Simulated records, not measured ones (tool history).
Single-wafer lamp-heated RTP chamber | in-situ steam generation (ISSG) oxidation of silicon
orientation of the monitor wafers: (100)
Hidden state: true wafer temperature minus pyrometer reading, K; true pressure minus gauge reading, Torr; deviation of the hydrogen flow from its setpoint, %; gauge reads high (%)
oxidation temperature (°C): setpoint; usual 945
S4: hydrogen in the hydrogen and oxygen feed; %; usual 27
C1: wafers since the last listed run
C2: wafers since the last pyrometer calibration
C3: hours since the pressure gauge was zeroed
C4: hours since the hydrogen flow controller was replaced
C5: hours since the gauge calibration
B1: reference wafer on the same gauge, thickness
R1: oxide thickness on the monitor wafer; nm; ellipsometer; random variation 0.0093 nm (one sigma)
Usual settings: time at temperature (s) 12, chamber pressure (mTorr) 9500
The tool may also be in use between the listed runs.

{"run": 1, "hour": 0.0, "oxidation temperature (°C)": 945, "time at temperature (s)": 10, "chamber pressure (mTorr)": 9500, "S4": 23, "C1": 0, "C2": 3893, "C3": 4174.8, "C4": 5404.3, "C5": 229.0, "B1": 3.777, "R1": 3.534}
{"hour": 23.6, "done": "pyrometer window cleaned and pyrometer calibrated"}
{"run": 2, "hour": 33.1, "oxidation temperature (°C)": 945, "time at temperature (s)": 10, "chamber pressure (mTorr)": 9500, "S4": 23, "C1": 421, "C2": 160, "C3": 4207.9, "C4": 5437.4, "C5": 262.1, "B1": 3.779, "R1": 3.495}
{"run": 3, "hour": 50.7, "oxidation temperature (°C)": 945, "time at temperature (s)": 10, "chamber pressure (mTorr)": 8600, "S4": 27, "C1": 295, "C2": 455, "C3": 4225.5, "C4": 5455.0, "C5": 279.7, "B1": 3.781, "R1": 3.7}
{"run": 4, "hour": 83.8, "oxidation temperature (°C)": 945, "time at temperature (s)": 10, "chamber pressure (mTorr)": 8600, "S4": 27, "C1": 555, "C2": 1011, "C3": 4258.6, "C4": 5488.1, "C5": 312.8, "B1": 3.781, "R1": 3.725}
{"run": 5, "hour": 98.4, "oxidation temperature (°C)": 945, "time at temperature (s)": 12, "chamber pressure (mTorr)": 9500, "S4": 27, "C1": 245, "C2": 1256, "C3": 4273.2, "C4": 5502.7, "C5": 327.4, "B1": 3.779, "R1": 3.902}
{"run": 6, "hour": 111.5, "oxidation temperature (°C)": 945, "time at temperature (s)": 12, "chamber pressure (mTorr)": 8600, "S4": 27, "C1": 219, "C2": 1476, "C3": 4286.3, "C4": 5515.8, "C5": 340.5, "B1": 3.78, "R1": 3.965}
{"run": 7, "hour": 126.1, "oxidation temperature (°C)": 945, "time at temperature (s)": 12, "chamber pressure (mTorr)": 9500, "S4": 27, "C1": 245, "C2": 1721, "C3": 4300.9, "C4": 5530.4, "C5": 355.1, "B1": 3.781, "R1": 3.899}
{"run": 8, "hour": 145.4, "oxidation temperature (°C)": 945, "time at temperature (s)": 12, "chamber pressure (mTorr)": 9500, "S4": 27, "C1": 324, "C2": 2045, "C3": 4320.2, "C4": 5549.7, "C5": 374.4, "B1": 3.78, "R1": 3.93}
{"run": 9, "hour": 169.6, "oxidation temperature (°C)": 945, "time at temperature (s)": 12, "chamber pressure (mTorr)": 9500, "S4": 27, "C1": 406, "C2": 2452, "C3": 4344.4, "C4": 5573.9, "C5": 398.6, "B1": 3.779, "R1": 3.917}
{"hour": 183.6, "done": "gauge calibrated"}
{"run": 10, "hour": 192.4, "oxidation temperature (°C)": 945, "time at temperature (s)": 10, "chamber pressure (mTorr)": 9500, "S4": 23, "C1": 382, "C2": 2834, "C3": 4367.2, "C4": 5596.7, "C5": 8.8, "B1": 3.78, "R1": 3.528}
{"run": 11, "hour": 217.3, "oxidation temperature (°C)": 939, "time at temperature (s)": 8, "chamber pressure (mTorr)": 10200, "S4": 32, "C1": 418, "C2": 3252, "C3": 4392.1, "C4": 5621.6, "C5": 33.7, "B1": 3.78, "R1": 3.453}
{"hour": 243.2, "done": "pressure gauge zeroed"}
{"hour": 249.6, "done": "hydrogen flow controller replaced"}
{"run": 12, "hour": 250.1, "oxidation temperature (°C)": 945, "time at temperature (s)": 16, "chamber pressure (mTorr)": 10200, "S4": 27, "C1": 308, "C2": 3561, "C3": 6.9, "C4": 0.5, "C5": 66.5, "B1": 3.781, "R1": 4.3}
{"hour": 274.3, "done": "pyrometer window cleaned and pyrometer calibrated"}
{"run": 13, "hour": 276.1, "oxidation temperature (°C)": 945, "time at temperature (s)": 12, "chamber pressure (mTorr)": 9500, "S4": 27, "C1": 302, "C2": 29, "C3": 32.9, "C4": 26.5, "C5": 92.5, "B1": 3.781, "R1": 3.893}
{"run": 14, "hour": 293.8, "oxidation temperature (°C)": 945, "time at temperature (s)": 13, "chamber pressure (mTorr)": 9100, "S4": 32, "C1": 297, "C2": 327, "C3": 50.6, "C4": 44.2, "C5": 110.2, "B1": 3.78, "R1": 4.226}
{"run": 15, "hour": 310.6, "oxidation temperature (°C)": 945, "time at temperature (s)": 12, "chamber pressure (mTorr)": 10200, "S4": 27, "C1": 282, "C2": 609, "C3": 67.4, "C4": 61.0, "C5": 127.0, "B1": 3.78, "R1": 3.82}
{"run": 16, "hour": 324.2, "oxidation temperature (°C)": 930, "time at temperature (s)": 8, "chamber pressure (mTorr)": 8900, "S4": 21, "C1": 228, "C2": 837, "C3": 81.0, "C4": 74.6, "C5": 140.6, "B1": 3.781, "R1": 3.124}
{"run": 17, "hour": 360.2, "oxidation temperature (°C)": 964, "time at temperature (s)": 12, "chamber pressure (mTorr)": 10200, "S4": 27, "C1": 604, "C2": 1441, "C3": 117.0, "C4": 110.6, "C5": 176.6, "B1": 3.781, "R1": 4.031}
{"run": 18, "hour": 383.7, "oxidation temperature (°C)": 945, "time at temperature (s)": 12, "chamber pressure (mTorr)": 9500, "S4": 27, "C1": 394, "C2": 1836, "C3": 140.5, "C4": 134.1, "C5": 200.1, "B1": 3.778, "R1": 3.906}
{"run": 19, "hour": 412.6, "oxidation temperature (°C)": 945, "time at temperature (s)": 8, "chamber pressure (mTorr)": 10200, "S4": 27, "C1": 485, "C2": 2321, "C3": 169.4, "C4": 163.0, "C5": 229.0, "B1": 3.78, "R1": 3.338}

4 ways to go on from here, each from the tool as it stands after run 19. What would each give?
{"run": "A", "hour": 413.0, "oxidation temperature (°C)": 945, "time at temperature (s)": 12, "chamber pressure (mTorr)": 9500, "S4": 27, "C1": 6, "C2": 2328, "C3": 169.8, "C4": 163.4, "C5": 229.4, "B1": "?", "R1": "?"}
{"run": "B", "hour": 413.0, "oxidation temperature (°C)": 945, "time at temperature (s)": 12, "chamber pressure (mTorr)": 8600, "S4": 17, "C1": 6, "C2": 2328, "C3": 169.8, "C4": 163.4, "C5": 229.4, "B1": "?", "R1": "?"}
{"run": "C", "hour": 413.0, "oxidation temperature (°C)": 945, "time at temperature (s)": 12, "chamber pressure (mTorr)": 8100, "S4": 21, "C1": 6, "C2": 2328, "C3": 169.8, "C4": 163.4, "C5": 229.4, "B1": "?", "R1": "?"}
{"run": "D", "hour": 413.0, "oxidation temperature (°C)": 937, "time at temperature (s)": 12, "chamber pressure (mTorr)": 9100, "S4": 27, "C1": 6, "C2": 2328, "C3": 169.8, "C4": 163.4, "C5": 229.4, "B1": "?", "R1": "?"}

run=A B1=3.780 R1=3.908
run=B B1=3.780 R1=3.541
run=C B1=3.780 R1=3.735
run=D B1=3.780 R1=3.865
Without the tool's hidden state the same runs would have given:
run=A R1=3.881
run=B R1=3.516
run=C R1=3.709
run=D R1=3.839

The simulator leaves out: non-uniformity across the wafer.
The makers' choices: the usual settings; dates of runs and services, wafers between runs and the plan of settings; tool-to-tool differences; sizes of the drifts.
